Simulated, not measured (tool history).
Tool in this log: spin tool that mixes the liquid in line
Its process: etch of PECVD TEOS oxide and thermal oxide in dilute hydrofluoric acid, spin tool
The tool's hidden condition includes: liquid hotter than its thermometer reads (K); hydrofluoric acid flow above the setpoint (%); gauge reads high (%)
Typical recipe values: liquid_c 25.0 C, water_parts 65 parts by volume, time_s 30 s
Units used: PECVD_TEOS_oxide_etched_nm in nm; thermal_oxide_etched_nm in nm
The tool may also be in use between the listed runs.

run,day,liquid_c,water_parts,time_s,wafers since the last listed run,hours since the thermometer was replaced,hours since the hydrofluoric acid flow meter was replaced,hours since the gauge calibration,"read-back film thickness of the PECVD TEOS oxide reference wafer, read on the same gauge (nm)","read-back film thickness of the thermal oxide reference wafer, read on the same gauge (nm)",PECVD_TEOS_oxide_etched_nm,thermal_oxide_etched_nm
1,0.000,23.0,65,30,0,1088.9,1787.0,325.2,50.06,100.010,13.56,2.564
2,2.171,23.0,65,30,735,1141.0,1839.1,377.3,49.97,100.000,13.59,2.482
3,3.742,23.0,65,30,532,1178.7,1876.8,415.0,50.01,100.021,13.60,2.478
4,5.942,22.0,65,30,745,1231.5,1929.6,467.8,50.04,99.999,13.03,2.410
5,7.246,22.0,65,30,441,1262.8,1960.9,499.1,49.97,99.979,13.15,2.382
6,9.588,22.0,65,30,793,1319.0,2017.1,555.3,50.00,100.004,13.14,2.413
7,10.946,28.5,65,25,460,1351.6,2049.7,587.9,50.01,100.019,14.32,2.574
8,12.046,28.5,65,25,372,1378.0,2076.1,614.3,49.98,100.000,14.14,2.658
9,14.688,25.0,65,30,895,1441.4,2139.5,677.7,49.99,100.028,15.01,2.658
10,16.667,25.0,65,25,670,1488.9,2187.0,725.2,50.00,99.977,12.46,2.276
# day 17.133: gauge calibrated
11,18.396,21.0,55,35,586,1530.4,2228.5,30.3,50.04,99.990,17.88,3.288
12,20.371,25.0,40,15,669,1577.8,2275.9,77.7,50.01,99.996,12.69,2.332
# day 21.696: hydrofluoric acid flow meter replaced
13,22.638,25.0,65,40,754,1632.2,22.6,132.1,49.96,99.998,19.09,3.472
14,24.292,25.0,65,30,560,1671.9,62.3,171.8,49.99,100.005,14.40,2.646
15,25.633,25.0,65,30,454,1704.1,94.5,204.0,50.05,100.016,14.40,2.674
16,27.621,27.5,45,40,673,1751.8,142.2,251.7,50.01,100.008,31.61,5.844
17,29.012,25.0,45,30,471,1785.2,175.6,285.1,49.99,100.006,21.37,3.980
18,30.958,25.0,65,30,659,1831.9,222.3,331.8,49.96,100.002,14.47,2.676
# day 31.183: thermometer replaced
19,39.604,25.0,65,15,2915,202.1,429.8,539.3,49.98,100.008,6.91,1.237

How the hidden state differs across the entries between the runs, from the last listed run before each to the first after it:
In the gap between runs 10 and 11: gauge calibrated (day 17.133)
  liquid hotter than its thermometer reads (K): 1.65 -> 1.69; hydrofluoric acid flow above the setpoint (%): 6.87 -> 6.99
  measured less the result without the state, PECVD_TEOS_oxide_etched_nm: +1.61 -> +2.38 nm; thermal_oxide_etched_nm: +0.294 -> +0.437 nm
In the gap between runs 12 and 13: hydrofluoric acid flow meter replaced (day 21.696)
  liquid hotter than its thermometer reads (K): 1.73 -> 1.78; hydrofluoric acid flow above the setpoint (%): 7.12 -> 1.55
  measured less the result without the state, PECVD_TEOS_oxide_etched_nm: +1.70 -> +1.60 nm; thermal_oxide_etched_nm: +0.312 -> +0.292 nm
In the gap between runs 18 and 19: thermometer replaced (day 31.183)
  liquid hotter than its thermometer reads (K): 1.97 -> 0.36; hydrofluoric acid flow above the setpoint (%): 2.11 -> 2.69
  measured less the result without the state, PECVD_TEOS_oxide_etched_nm: +1.39 -> +0.29 nm; thermal_oxide_etched_nm: +0.259 -> +0.052 nm
